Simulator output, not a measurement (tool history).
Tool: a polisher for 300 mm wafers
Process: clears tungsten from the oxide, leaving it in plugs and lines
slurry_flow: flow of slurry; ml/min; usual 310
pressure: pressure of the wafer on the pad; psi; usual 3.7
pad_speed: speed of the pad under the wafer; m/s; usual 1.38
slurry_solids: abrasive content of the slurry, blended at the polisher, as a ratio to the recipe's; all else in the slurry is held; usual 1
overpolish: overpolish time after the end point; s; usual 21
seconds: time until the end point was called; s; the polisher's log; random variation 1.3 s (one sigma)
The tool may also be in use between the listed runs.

run    hour  slurry_flow  pressure  pad_speed  slurry_solids  overpolish  incoming thickness of the incoming film, nm  seconds
  1       0          310       4.6       1.38              1          21                                          583     80.2
  2    79.8          310       3.7       1.66              1          21                                        580.9     88.1
  3   172.3          310       3.7       1.66              1          21                                        582.6     91.5
        176  -- slurry tank refilled with fresh slurry and peroxide
      190.3  -- worn pad replaced by a new one
  4   260.3          310         4       1.38              1          21                                        581.2     96.7
  5   342.3          310         4       1.38              1          21                                        580.4     98.1
  6   415.7          310         4       1.38              1          21                                        579.8     99.9
      470.7  -- slurry nozzle cleaned
      485.1  -- slurry blender recalibrated
  7   505.7          310       3.7       1.38              1          21                                        581.3     97.1
  8   555.9          310       3.7       1.38              1          21                                        591.3    100.8
  9   636.7          310       3.7       1.74           0.75          11                                          577     90.3
      666.9  -- worn pad replaced by a new one
      675.2  -- slurry tank refilled with fresh slurry and peroxide
 10   717.9          310       3.7       1.38            0.8          21                                        590.6    109.1
 11   812.4          310       4.1       1.38              1          31                                        571.5     90.3
      840.3  -- head pressure recalibrated
 12   852.6          310       3.7       1.22            0.7          28                                          587    121.1
 13   912.4          310       3.7       1.38              1          21                                        581.4    106.2
        927  -- slurry nozzle cleaned
     1023.7  -- slurry blender recalibrated
     1133.3  -- slurry tank refilled with fresh slurry and peroxide
 14  1149.4          415       3.7       1.38            0.8          30                                        575.6    101.5
       1225  -- worn pad replaced by a new one
 15    1243          310       3.7       1.38              1          21                                        588.7    101.4
 16  1308.2          210       3.7       1.38           1.15          15                                          589    107.9
 17  1353.4          365       3.7       1.08              1          21                                          586    121.8
 18  1434.9          310       3.7       1.38              1          21                                        581.2    104.3
     1465.7  -- slurry nozzle cleaned
     1516.2  -- slurry blender recalibrated
 19  1535.8          310       4.3       1.38              1          21                                          581     84.2
     1591.2  -- slurry tank refilled with fresh slurry and peroxide
 20  1591.7          310       3.7       1.48              1          21                                        580.9     95.2
 21  1682.6          310       3.7       1.38              1          21                                        582.4    101.8
     1788.2  -- worn pad replaced by a new one
     1791.9  -- head pressure recalibrated
 22  1823.2          310       3.1       1.38              1          21                                          579    121.8
 23  1864.7          310       3.7       1.38              1          21                                          568     99.3
 24  1960.9          310       3.7       1.38              1          25                                        583.8    107.3
     1985.6  -- slurry blender recalibrated
     1992.1  -- slurry nozzle cleaned
 25  2025.8          310       3.7       1.38              1          28                                        584.4     97.7
 26  2077.9          380       2.4       1.26            0.9          21                                        584.5    167.7

4 ways to go on from here, each from the tool as it stands after run 26. What would each give?
  A  2078.4          310       3.7       1.38              1          21                                        574.1        ?
  B  2078.4          365       3.7       1.38              1          34                                        574.1        ?
  C  2078.4          235       3.7       1.38              1          21                                        574.1        ?
  D  2078.4          310       3.2       1.38              1          21                                        574.1        ?

run  seconds
  A     97.4
  B     95.9
  C    100.9
  D    112.6
Without the tool's hidden state the same runs would have given:
run  seconds
  A     96.4
  B       95
  C     99.5
  D    111.5
